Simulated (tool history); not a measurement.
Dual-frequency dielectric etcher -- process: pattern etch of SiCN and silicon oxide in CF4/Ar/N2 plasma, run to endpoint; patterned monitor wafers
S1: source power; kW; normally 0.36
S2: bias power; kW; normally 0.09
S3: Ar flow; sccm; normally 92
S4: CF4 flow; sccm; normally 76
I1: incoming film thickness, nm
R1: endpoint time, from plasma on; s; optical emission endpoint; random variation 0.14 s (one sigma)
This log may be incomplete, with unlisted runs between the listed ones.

{"run": 1, "day": 0.0, "S1": 0.36, "S2": 0.09, "S3": 92, "S4": 76, "I1": 15.36, "R1": 19.8}
{"run": 2, "day": 2.258, "S1": 0.36, "S2": 0.09, "S3": 92, "S4": 76, "I1": 15.24, "R1": 19.5}
{"run": 3, "day": 4.433, "S1": 0.36, "S2": 0.09, "S3": 92, "S4": 76, "I1": 15.46, "R1": 19.6}
{"run": 4, "day": 5.929, "S1": 0.36, "S2": 0.09, "S3": 92, "S4": 76, "I1": 15.42, "R1": 19.7}
{"run": 5, "day": 8.729, "S1": 0.36, "S2": 0.09, "S3": 92, "S4": 76, "I1": 15.48, "R1": 19.5}
{"run": 6, "day": 10.8, "S1": 0.36, "S2": 0.09, "S3": 92, "S4": 76, "I1": 15.32, "R1": 19.3}
{"run": 7, "day": 13.529, "S1": 0.36, "S2": 0.09, "S3": 107, "S4": 76, "I1": 15.25, "R1": 19.5}
{"run": 8, "day": 15.746, "S1": 0.36, "S2": 0.09, "S3": 92, "S4": 76, "I1": 15.28, "R1": 19}
{"day": 17.262, "done": "wet clean of the chamber"}
{"run": 9, "day": 17.858, "S1": 0.36, "S2": 0.09, "S3": 92, "S4": 76, "I1": 15.27, "R1": 19.6}
{"day": 20.358, "done": "bias power generator calibrated"}
{"run": 10, "day": 20.817, "S1": 0.41, "S2": 0.09, "S3": 92, "S4": 85, "I1": 15.31, "R1": 16.9}
{"day": 25.725, "done": "CF4 flow controller replaced"}
{"run": 11, "day": 29.767, "S1": 0.36, "S2": 0.09, "S3": 92, "S4": 63, "I1": 15.53, "R1": 19.8}
{"run": 12, "day": 30.988, "S1": 0.43, "S2": 0.09, "S3": 92, "S4": 92, "I1": 15.42, "R1": 16}
{"day": 32.962, "done": "Ar flow controller replaced"}
{"day": 33.142, "done": "upper electrode replaced"}
{"run": 13, "day": 33.671, "S1": 0.43, "S2": 0.09, "S3": 92, "S4": 76, "I1": 15.42, "R1": 16}
{"day": 34.392, "done": "source power generator calibrated"}
{"run": 14, "day": 35.75, "S1": 0.36, "S2": 0.09, "S3": 92, "S4": 59, "I1": 15.24, "R1": 19.6}
{"run": 15, "day": 38.354, "S1": 0.3, "S2": 0.09, "S3": 73, "S4": 76, "I1": 15.4, "R1": 22.6}
{"run": 16, "day": 39.388, "S1": 0.36, "S2": 0.09, "S3": 92, "S4": 84, "I1": 15.44, "R1": 18.8}
{"day": 41.054, "done": "wet clean of the chamber"}
{"run": 17, "day": 42.188, "S1": 0.36, "S2": 0.09, "S3": 92, "S4": 76, "I1": 15.2, "R1": 19.8}
{"run": 18, "day": 44.3, "S1": 0.36, "S2": 0.09, "S3": 92, "S4": 76, "I1": 15.26, "R1": 19.8}
{"run": 19, "day": 45.638, "S1": 0.36, "S2": 0.09, "S3": 74, "S4": 87, "I1": 15.34, "R1": 18.9}
{"run": 20, "day": 47.112, "S1": 0.36, "S2": 0.09, "S3": 99, "S4": 76, "I1": 15.37, "R1": 20.1}

Below are 5 alternative next runs, each starting from the tool's condition after run 20. Predict each:
{"run": "A", "day": 47.129, "S1": 0.36, "S2": 0.09, "S3": 92, "S4": 76, "I1": 15.21, "R1": "?"}
{"run": "B", "day": 47.129, "S1": 0.36, "S2": 0.09, "S3": 104, "S4": 76, "I1": 15.21, "R1": "?"}
{"run": "C", "day": 47.129, "S1": 0.36, "S2": 0.079, "S3": 92, "S4": 65, "I1": 15.21, "R1": "?"}
{"run": "D", "day": 47.129, "S1": 0.36, "S2": 0.09, "S3": 75, "S4": 76, "I1": 15.21, "R1": "?"}
{"run": "E", "day": 47.129, "S1": 0.4, "S2": 0.09, "S3": 92, "S4": 68, "I1": 15.21, "R1": "?"}

run=A R1=19.7
run=B R1=19.9
run=C R1=21
run=D R1=19.2
run=E R1=17.9
Take away the tool's hidden state, keep each run's random variation, and the runs would have read:
run=A R1=19.9
run=B R1=20.2
run=C R1=21.3
run=D R1=19.5
run=E R1=18.1

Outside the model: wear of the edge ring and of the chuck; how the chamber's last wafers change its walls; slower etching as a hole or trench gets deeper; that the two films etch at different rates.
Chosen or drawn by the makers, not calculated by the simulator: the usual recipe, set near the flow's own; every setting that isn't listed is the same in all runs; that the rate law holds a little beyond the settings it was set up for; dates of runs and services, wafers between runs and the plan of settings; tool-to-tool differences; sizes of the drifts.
